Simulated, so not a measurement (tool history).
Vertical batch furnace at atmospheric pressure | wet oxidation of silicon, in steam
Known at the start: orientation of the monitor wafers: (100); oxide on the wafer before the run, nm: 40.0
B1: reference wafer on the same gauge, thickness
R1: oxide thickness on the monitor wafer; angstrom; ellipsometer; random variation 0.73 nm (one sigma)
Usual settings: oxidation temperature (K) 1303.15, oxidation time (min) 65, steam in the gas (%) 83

{"run": 1, "hour": 0.0, "oxidation temperature (K)": 1303.15, "oxidation time (min)": 65, "steam in the gas (%)": 83, "B1": 526.89, "R1": 4590.1}
{"run": 2, "hour": 14.2, "oxidation temperature (K)": 1303.15, "oxidation time (min)": 65, "steam in the gas (%)": 83, "B1": 526.98, "R1": 4596.8}
{"run": 3, "hour": 27.5, "oxidation temperature (K)": 1303.15, "oxidation time (min)": 65, "steam in the gas (%)": 83, "B1": 526.59, "R1": 4578.4}
{"run": 4, "hour": 42.6, "oxidation temperature (K)": 1303.15, "oxidation time (min)": 65, "steam in the gas (%)": 83, "B1": 527.15, "R1": 4593.4}
{"run": 5, "hour": 61.4, "oxidation temperature (K)": 1303.15, "oxidation time (min)": 65, "steam in the gas (%)": 83, "B1": 527.07, "R1": 4592.6}
{"run": 6, "hour": 68.9, "oxidation temperature (K)": 1303.15, "oxidation time (min)": 48, "steam in the gas (%)": 83, "B1": 526.95, "R1": 3805.6}
{"hour": 92.6, "done": "gauge calibrated"}
{"hour": 112.6, "done": "thermocouples replaced and temperature profile calibrated"}
{"run": 7, "hour": 113.1, "oxidation temperature (K)": 1303.15, "oxidation time (min)": 48, "steam in the gas (%)": 83, "B1": 527.22, "R1": 3807.8}
{"run": 8, "hour": 118.1, "oxidation temperature (K)": 1312.15, "oxidation time (min)": 65, "steam in the gas (%)": 83, "B1": 527.14, "R1": 4826.7}
{"run": 9, "hour": 123.2, "oxidation temperature (K)": 1303.15, "oxidation time (min)": 65, "steam in the gas (%)": 83, "B1": 526.86, "R1": 4591.8}
{"run": 10, "hour": 128.2, "oxidation temperature (K)": 1327.15, "oxidation time (min)": 82.5, "steam in the gas (%)": 87, "B1": 526.99, "R1": 6169.2}
{"hour": 154.8, "done": "steam generator serviced"}
{"run": 11, "hour": 155.3, "oxidation temperature (K)": 1312.15, "oxidation time (min)": 65, "steam in the gas (%)": 83, "B1": 527.19, "R1": 5066.1}
{"run": 12, "hour": 160.3, "oxidation temperature (K)": 1278.15, "oxidation time (min)": 65, "steam in the gas (%)": 88, "B1": 527.11, "R1": 4283}
{"run": 13, "hour": 166.4, "oxidation temperature (K)": 1303.15, "oxidation time (min)": 65, "steam in the gas (%)": 83, "B1": 527.09, "R1": 4818.1}
{"run": 14, "hour": 177.1, "oxidation temperature (K)": 1303.15, "oxidation time (min)": 75, "steam in the gas (%)": 75, "B1": 527.25, "R1": 4925.9}
{"run": 15, "hour": 197.6, "oxidation temperature (K)": 1317.15, "oxidation time (min)": 89, "steam in the gas (%)": 89, "B1": 527.45, "R1": 6490}
{"run": 16, "hour": 206.8, "oxidation temperature (K)": 1322.15, "oxidation time (min)": 51.5, "steam in the gas (%)": 94, "B1": 527.1, "R1": 4977}
{"run": 17, "hour": 218.9, "oxidation temperature (K)": 1293.15, "oxidation time (min)": 86.5, "steam in the gas (%)": 77, "B1": 527.13, "R1": 5154.3}

Forecast each of these 5 alternatives for the next run:
{"run": "A", "hour": 224.1, "oxidation temperature (K)": 1303.15, "oxidation time (min)": 65, "steam in the gas (%)": 77, "B1": "?", "R1": "?"}
{"run": "B", "hour": 224.1, "oxidation temperature (K)": 1303.15, "oxidation time (min)": 65, "steam in the gas (%)": 88, "B1": "?", "R1": "?"}
{"run": "C", "hour": 224.1, "oxidation temperature (K)": 1316.15, "oxidation time (min)": 65, "steam in the gas (%)": 86, "B1": "?", "R1": "?"}
{"run": "D", "hour": 224.1, "oxidation temperature (K)": 1291.15, "oxidation time (min)": 56, "steam in the gas (%)": 76, "B1": "?", "R1": "?"}
{"run": "E", "hour": 224.1, "oxidation temperature (K)": 1318.15, "oxidation time (min)": 47.5, "steam in the gas (%)": 77, "B1": "?", "R1": "?"}

run=A B1=526.89 R1=4579.7
run=B B1=526.89 R1=4968.9
run=C B1=526.89 R1=5253.2
run=D B1=526.89 R1=3852.5
run=E B1=526.89 R1=4114
Without the tool's hidden state the same runs would have given:
run=A R1=4657.1
run=B R1=5052.3
run=C R1=5339.6
run=D R1=3919.7
run=E R1=4182.9
